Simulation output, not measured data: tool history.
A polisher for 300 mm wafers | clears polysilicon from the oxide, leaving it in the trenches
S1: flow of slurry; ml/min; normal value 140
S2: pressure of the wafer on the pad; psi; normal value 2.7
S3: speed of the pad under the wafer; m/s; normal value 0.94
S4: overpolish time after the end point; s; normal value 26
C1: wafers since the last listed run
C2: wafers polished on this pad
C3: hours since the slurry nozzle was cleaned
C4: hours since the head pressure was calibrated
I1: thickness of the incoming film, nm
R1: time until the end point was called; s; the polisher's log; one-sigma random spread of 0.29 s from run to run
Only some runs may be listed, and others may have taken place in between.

run	hour	S1	S2	S3	S4	C1	C2	C3	C4	I1	R1
1	0.0	140	2.7	0.94	26	0	2172	62.2	509.3	508.3	32.9
2	53.9	140	2.7	0.94	26	560	2732	116.1	563.2	501.6	32.6
3	110.5	140	2.7	0.94	26	588	3321	172.7	619.8	502.7	34.7
4	181.3	140	2.7	0.94	26	736	4057	243.5	690.6	503.9	34.4
5	284.5	140	2.2	1.02	26	1073	5130	346.7	793.8	509.0	42.1
# hour 302.7: worn pad replaced by a new one
6	384.7	140	2.2	1.02	26	1000	852	446.9	894.0	508.6	39.6
# hour 431.1: slurry nozzle cleaned
7	468.8	140	2.2	1.02	26	864	1716	37.7	978.1	510.5	37.1
8	543.7	140	2.7	0.94	26	778	2495	112.6	1053.0	518.3	34.0
9	614.0	140	3.4	0.94	26	731	3226	182.9	1123.3	514.7	27.6
10	687.0	140	3.4	0.94	26	759	3985	255.9	1196.3	514.8	28.6
11	737.6	140	3.4	0.94	26	526	4511	306.5	1246.9	502.2	27.7
# hour 744.7: worn pad replaced by a new one
# hour 769.6: head pressure recalibrated
12	793.5	140	2.7	0.76	26	518	486	362.4	23.9	506.8	41.7
13	891.8	140	2.7	0.94	26	1022	1509	460.7	122.2	502.7	35.4
14	935.6	140	2.7	0.94	26	455	1964	504.5	166.0	500.8	36.4
# hour 971.2: slurry nozzle cleaned
15	980.3	140	2.7	0.94	26	454	2418	9.1	210.7	516.2	34.9
16	1059.7	170	2.7	1.10	34	825	3244	88.5	290.1	511.1	28.8
17	1141.7	160	2.4	1.12	34	852	4097	170.5	372.1	508.0	32.4
# hour 1208.7: worn pad replaced by a new one
18	1287.3	140	2.2	1.18	38	1472	817	316.1	517.7	505.5	32.3
19	1344.4	140	2.7	0.94	33	593	1411	373.2	574.8	511.0	34.2
20	1392.5	140	3.4	0.94	26	500	1911	421.3	622.9	516.9	28.5
# hour 1412.0: slurry nozzle cleaned
21	1497.6	140	1.9	1.06	15	1082	2994	85.6	728.0	521.1	43.7
22	1555.0	140	2.7	0.94	26	596	3590	143.0	785.4	508.8	34.2
23	1617.2	140	2.7	0.94	26	646	4237	205.2	847.6	517.8	36.0
# hour 1686.7: worn pad replaced by a new one
24	1713.7	170	2.7	0.94	26	961	280	301.7	944.1	520.8	32.6
25	1760.4	120	3.5	1.06	26	485	765	348.4	990.8	505.9	24.0
26	1825.2	105	2.7	0.64	26	673	1439	413.2	1055.6	509.5	56.8
27	1876.5	140	3.5	0.94	26	533	1973	464.5	1106.9	517.0	28.5
28	1939.8	160	3.3	0.76	14	658	2631	527.8	1170.2	502.2	36.9
# hour 1975.6: slurry nozzle cleaned
29	2021.8	140	2.7	0.94	26	842	3473	46.2	1252.2	515.5	35.8
# hour 2055.6: head pressure recalibrated
30	2096.4	90	2.7	0.94	39	754	4228	120.8	40.8	511.1	40.5
31	2135.8	140	3.4	0.72	26	409	4638	160.2	80.2	505.0	37.4
# hour 2177.1: worn pad replaced by a new one
32	2177.6	140	2.7	0.94	26	393	5	202.0	122.0	521.1	33.5
33	2217.4	140	2.7	1.06	26	413	418	241.8	161.8	503.2	29.0

Take each entry between the runs: how does the hidden state at the last listed run before it differ from the hidden state at the first listed run after it?
In the gap between runs 5 and 6: worn pad replaced by a new one (hour 302.7)
  removal rate lost through wear of the pad, %: 11.8 -> 1.97; slurry flow missing at the pad, %: 16 -> 26.1
  what was measured, less what the result would be without the hidden state, R1: +6.4 -> +3.5 s
In the gap between runs 6 and 7: slurry nozzle cleaned (hour 431.1)
  removal rate lost through wear of the pad, %: 1.97 -> 3.95; slurry flow missing at the pad, %: 26.1 -> 1.6
  what was measured, less what the result would be without the hidden state, R1: +3.5 -> +1.6 s
In the gap between runs 11 and 12: worn pad replaced by a new one (hour 744.7); head pressure recalibrated (hour 769.6)
  removal rate lost through wear of the pad, %: 10.3 -> 2.48; slurry flow missing at the pad, %: 13.4 -> 18.1
  what was measured, less what the result would be without the hidden state, R1: +3.6 -> +2.8 s
In the gap between runs 14 and 15: slurry nozzle cleaned (hour 971.2)
  removal rate lost through wear of the pad, %: 5.84 -> 6.89; slurry flow missing at the pad, %: 33.8 -> 0.526
  what was measured, less what the result would be without the hidden state, R1: +5.5 -> +2.4 s
In the gap between runs 17 and 18: worn pad replaced by a new one (hour 1208.7)
  removal rate lost through wear of the pad, %: 10.7 -> 1.89; slurry flow missing at the pad, %: 4.21 -> 13.2
  what was measured, less what the result would be without the hidden state, R1: +3.7 -> +1.6 s
In the gap between runs 20 and 21: slurry nozzle cleaned (hour 1412.0)
  removal rate lost through wear of the pad, %: 4.37 -> 6.85; slurry flow missing at the pad, %: 23.1 -> 2.3
  what was measured, less what the result would be without the hidden state, R1: +2.9 -> +3.2 s
In the gap between runs 23 and 24: worn pad replaced by a new one (hour 1686.7)
  removal rate lost through wear of the pad, %: 9.67 -> 2.3; slurry flow missing at the pad, %: 6.72 -> 12.9
  what was measured, less what the result would be without the hidden state, R1: +3.9 -> +1.5 s
In the gap between runs 28 and 29: slurry nozzle cleaned (hour 1975.6)
  removal rate lost through wear of the pad, %: 7.63 -> 9.57; slurry flow missing at the pad, %: 36.8 -> 4.39
  what was measured, less what the result would be without the hidden state, R1: +6.2 -> +3.7 s
In the gap between runs 29 and 30: head pressure recalibrated (hour 2055.6)
  removal rate lost through wear of the pad, %: 9.57 -> 11.3; slurry flow missing at the pad, %: 4.39 -> 5.98
  what was measured, less what the result would be without the hidden state, R1: +3.7 -> +5.3 s
In the gap between runs 31 and 32: worn pad replaced by a new one (hour 2177.1)
  removal rate lost through wear of the pad, %: 12.3 -> 1.06; slurry flow missing at the pad, %: 7.38 -> 9.31
  what was measured, less what the result would be without the hidden state, R1: +5.1 -> +1.1 s

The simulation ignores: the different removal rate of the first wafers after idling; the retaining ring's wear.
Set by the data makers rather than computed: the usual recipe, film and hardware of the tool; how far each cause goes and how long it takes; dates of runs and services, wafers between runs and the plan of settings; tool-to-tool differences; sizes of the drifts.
